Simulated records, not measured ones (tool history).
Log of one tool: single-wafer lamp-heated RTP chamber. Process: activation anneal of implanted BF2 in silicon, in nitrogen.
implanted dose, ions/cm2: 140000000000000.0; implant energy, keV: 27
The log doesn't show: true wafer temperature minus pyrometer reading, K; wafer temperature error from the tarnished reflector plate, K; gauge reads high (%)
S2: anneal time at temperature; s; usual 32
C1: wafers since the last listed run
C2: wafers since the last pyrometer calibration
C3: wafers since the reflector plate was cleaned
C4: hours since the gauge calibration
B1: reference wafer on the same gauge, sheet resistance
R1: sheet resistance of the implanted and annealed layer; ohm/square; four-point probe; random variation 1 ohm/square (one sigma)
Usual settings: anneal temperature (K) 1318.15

run 1 hour=0.0 | anneal_temperature_(K)=1308.15 S2=27 | C1=0 C2=3259 C3=3022 C4=269.9 | B1=682.22 | R1=710.51
-- hour=4.7 pyrometer window cleaned and pyrometer calibrated
run 2 hour=33.9 | anneal_temperature_(K)=1308.15 S2=27 | C1=508 C2=508 C3=3530 C4=303.8 | B1=682.90 | R1=711.52
run 3 hour=99.3 | anneal_temperature_(K)=1308.15 S2=27 | C1=1138 C2=1647 C3=4669 C4=369.2 | B1=683.41 | R1=712.31
run 4 hour=165.7 | anneal_temperature_(K)=1318.15 S2=32 | C1=1156 C2=2803 C3=5825 C4=435.6 | B1=684.02 | R1=708.40
-- hour=199.6 pyrometer window cleaned and pyrometer calibrated
run 5 hour=200.1 | anneal_temperature_(K)=1318.15 S2=32 | C1=459 C2=9 C3=6285 C4=470.0 | B1=684.35 | R1=709.29
run 6 hour=244.6 | anneal_temperature_(K)=1318.15 S2=32 | C1=774 C2=783 C3=7059 C4=514.5 | B1=684.45 | R1=709.45
-- hour=303.4 reflector plate cleaned
run 7 hour=312.2 | anneal_temperature_(K)=1328.15 S2=32 | C1=1037 C2=1821 C3=152 C4=582.1 | B1=684.69 | R1=707.61
-- hour=380.0 pyrometer window cleaned and pyrometer calibrated
run 8 hour=381.9 | anneal_temperature_(K)=1318.15 S2=32 | C1=1074 C2=33 C3=1227 C4=651.8 | B1=684.88 | R1=708.93
run 9 hour=420.3 | anneal_temperature_(K)=1305.15 S2=14 | C1=668 C2=702 C3=1895 C4=690.2 | B1=684.95 | R1=720.84
-- hour=474.3 gauge calibrated
run 10 hour=486.0 | anneal_temperature_(K)=1318.15 S2=22 | C1=1144 C2=1846 C3=3039 C4=11.7 | B1=671.67 | R1=699.89
run 11 hour=511.7 | anneal_temperature_(K)=1295.15 S2=37 | C1=447 C2=2293 C3=3487 C4=37.4 | B1=672.91 | R1=701.37
run 12 hour=541.1 | anneal_temperature_(K)=1328.15 S2=51 | C1=511 C2=2805 C3=3999 C4=66.8 | B1=674.54 | R1=688.61
-- hour=591.4 pyrometer window cleaned and pyrometer calibrated
run 13 hour=591.9 | anneal_temperature_(K)=1299.15 S2=42 | C1=745 C2=8 C3=4744 C4=117.6 | B1=676.26 | R1=701.29
run 14 hour=636.6 | anneal_temperature_(K)=1318.15 S2=32 | C1=778 C2=787 C3=5523 C4=162.3 | B1=677.76 | R1=702.09

What the log doesn't show, run by run:
true wafer temperature minus pyrometer reading, K: 0 in every run
wafer temperature error from the tarnished reflector plate, K: 0 in every run
H1: gauge reads high (%)
run=1 H1=1.34
run=2 H1=1.42
run=3 H1=1.54
run=4 H1=1.63
run=5 H1=1.67
run=6 H1=1.71
run=7 H1=1.75
run=8 H1=1.79
run=9 H1=1.81
run=10 H1=-0.199
run=11 H1=-0.00949
run=12 H1=0.183
run=13 H1=0.46
run=14 H1=0.657
